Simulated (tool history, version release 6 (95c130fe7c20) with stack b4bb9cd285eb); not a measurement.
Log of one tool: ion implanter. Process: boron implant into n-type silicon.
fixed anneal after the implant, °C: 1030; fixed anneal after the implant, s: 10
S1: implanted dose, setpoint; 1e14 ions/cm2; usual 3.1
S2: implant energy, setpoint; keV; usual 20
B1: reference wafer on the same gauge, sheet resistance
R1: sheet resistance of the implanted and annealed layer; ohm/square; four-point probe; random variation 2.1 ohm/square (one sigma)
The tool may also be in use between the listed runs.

run   hour    S1    S2      B1      R1
  1      0   3.1    20  399.99  350.02
  2   49.4   3.1    25  399.85  341.07
  3  107.1   3.1    25  400.22  342.45
  4  155.1   3.1    20  400.89  346.07
     289.6  -- extraction supply calibrated
  5  365.5   3.1    20  399.81  347.77
     399.3  -- Faraday cup replaced and dose calibrated
  6  421.8   3.1    20  400.41  347.07
  7  487.6   3.1    20  400.52  347.37
     487.9  -- gauge calibrated
  8  555.4  2.47    22  400.82  414.05
  9  600.4   3.1    20   399.9  348.14
 10  627.8   3.1    16  399.76  359.72
 11  683.5   3.1    20  400.48  351.21
 12  712.3   3.1  17.5  399.46     356
 13  762.4   3.1  25.5  399.34  341.01

The next listed run, before its measurement:
 14  822.2  3.34  24.5   ?   ?

Run 14 gave B1 400.56, R1 318.36 ohm/square.
Without the tool's hidden state the same run would have given R1 318.36 ohm/square.
